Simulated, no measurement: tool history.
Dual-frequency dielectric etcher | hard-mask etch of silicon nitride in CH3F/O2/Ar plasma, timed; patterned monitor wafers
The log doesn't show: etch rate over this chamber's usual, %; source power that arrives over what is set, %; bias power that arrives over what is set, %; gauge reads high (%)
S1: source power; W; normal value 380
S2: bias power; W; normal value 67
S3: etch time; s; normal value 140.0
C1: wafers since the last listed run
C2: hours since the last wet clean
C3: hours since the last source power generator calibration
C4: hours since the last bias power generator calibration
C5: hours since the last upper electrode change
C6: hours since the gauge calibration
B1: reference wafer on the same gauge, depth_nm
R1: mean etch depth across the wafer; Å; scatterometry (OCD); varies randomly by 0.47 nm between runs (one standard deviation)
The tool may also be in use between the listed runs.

Run 1, hour 0.0: usual settings but S3 169.0 s; C1 0; C2 351.5; C3 1483.9; C4 617.5; C5 2073.5; C6 898.1; B1 89.0. Result: R1 1225 Å.
At hour 52.4: wet clean of the chamber.
Run 2, hour 104.5: usual settings; C1 852; C2 52.1; C3 1588.4; C4 722.0; C5 2178.0; C6 1002.6; B1 89.0. Result: R1 1015 Å.
Run 3, hour 201.4: usual settings; C1 1026; C2 149.0; C3 1685.3; C4 818.9; C5 2274.9; C6 1099.5; B1 89.0. Result: R1 1007 Å.
Run 4, hour 260.5: usual settings; C1 625; C2 208.1; C3 1744.4; C4 878.0; C5 2334.0; C6 1158.6; B1 88.9. Result: R1 1011 Å.
Run 5, hour 367.8: usual settings; C1 1136; C2 315.4; C3 1851.7; C4 985.3; C5 2441.3; C6 1265.9; B1 89.0. Result: R1 1015 Å.
Run 6, hour 465.1: usual settings but S2 75 W; C1 1030; C2 412.7; C3 1949.0; C4 1082.6; C5 2538.6; C6 1363.2; B1 89.0. Result: R1 1069 Å.
Run 7, hour 534.2: usual settings but S2 75 W; C1 731; C2 481.8; C3 2018.1; C4 1151.7; C5 2607.7; C6 1432.3; B1 89.0. Result: R1 1059 Å.
At hour 578.2: wet clean of the chamber.
Run 8, hour 624.5: usual settings but S1 350 W; C1 702; C2 46.3; C3 2108.4; C4 1242.0; C5 2698.0; C6 1522.6; B1 89.0. Result: R1 979 Å.
Run 9, hour 728.8: usual settings; C1 1104; C2 150.6; C3 2212.7; C4 1346.3; C5 2802.3; C6 1626.9; B1 88.8. Result: R1 1015 Å.
Run 10, hour 824.8: usual settings; C1 1016; C2 246.6; C3 2308.7; C4 1442.3; C5 2898.3; C6 1722.9; B1 89.0. Result: R1 1011 Å.
At hour 877.9: upper electrode replaced.
Run 11, hour 931.1: usual settings; C1 871; C2 352.9; C3 2415.0; C4 1548.6; C5 53.2; C6 1829.2; B1 89.0. Result: R1 1009 Å.
Run 12, hour 1026.8: usual settings; C1 1013; C2 448.6; C3 2510.7; C4 1644.3; C5 148.9; C6 1924.9; B1 89.0. Result: R1 1014 Å.
At hour 1101.9: wet clean of the chamber.
Run 13, hour 1129.2: usual settings; C1 830; C2 27.3; C3 2613.1; C4 1746.7; C5 251.3; C6 2027.3; B1 88.9. Result: R1 1017 Å.
Run 14, hour 1211.8: usual settings but S1 450 W, S2 58 W, S3 100.0 s; C1 874; C2 109.9; C3 2695.7; C4 1829.3; C5 333.9; C6 2109.9; B1 89.0. Result: R1 732 Å.
Run 15, hour 1281.2: usual settings but S1 300 W, S2 59 W; C1 735; C2 179.3; C3 2765.1; C4 1898.7; C5 403.3; C6 2179.3; B1 89.0. Result: R1 870 Å.
Run 16, hour 1345.5: usual settings; C1 681; C2 243.6; C3 2829.4; C4 1963.0; C5 467.6; C6 2243.6; B1 89.1. Result: R1 1016 Å.
At hour 1351.2: gauge calibrated.
Run 17, hour 1422.8: usual settings but S1 410 W, S2 72 W; C1 818; C2 320.9; C3 2906.7; C4 2040.3; C5 544.9; C6 71.6; B1 89.0. Result: R1 1078 Å.
At hour 1447.0: bias power generator calibrated.
Run 18, hour 1471.0: usual settings but S1 330 W, S2 76 W, S3 152.5 s; C1 468; C2 369.1; C3 2954.9; C4 24.0; C5 593.1; C6 119.8; B1 89.1. Result: R1 1099 Å.
At hour 1486.2: source power generator calibrated.
Run 19, hour 1531.9: usual settings but S2 55 W, S3 115.0 s; C1 602; C2 430.0; C3 45.7; C4 84.9; C5 654.0; C6 180.7; B1 89.0. Result: R1 766 Å.
At hour 1627.2: wet clean of the chamber.
Run 20, hour 1627.7: usual settings; C1 760; C2 0.5; C3 141.5; C4 180.7; C5 749.8; C6 276.5; B1 88.9. Result: R1 1017 Å.
Run 21, hour 1718.4: usual settings; C1 960; C2 91.2; C3 232.2; C4 271.4; C5 840.5; C6 367.2; B1 89.0. Result: R1 1019 Å.
Run 22, hour 1784.1: usual settings but S3 181.5 s; C1 695; C2 156.9; C3 297.9; C4 337.1; C5 906.2; C6 432.9; B1 89.0. Result: R1 1313 Å.
Run 23, hour 1822.6: usual settings but S3 168.0 s; C1 407; C2 195.4; C3 336.4; C4 375.6; C5 944.7; C6 471.4; B1 89.1. Result: R1 1229 Å.
Run 24, hour 1910.7: usual settings but S1 280 W, S2 77 W, S3 125.5 s; C1 933; C2 283.5; C3 424.5; C4 463.7; C5 1032.8; C6 559.5; B1 88.8. Result: R1 854 Å.

Run 25, settings as shown, results not yet in. Your forecast:
Run 25, hour 1973.4: usual settings but S2 75 W, S3 172.0 s; C1 664; C2 346.2; C3 487.2; C4 526.4; C5 1095.5; C6 622.2; B1 ?. Result: R1 ?.

B1: 89.0
R1: 1313 Å
With the hidden condition absent and the run-to-run variation left alone, this run would have shown R1 1313 Å.
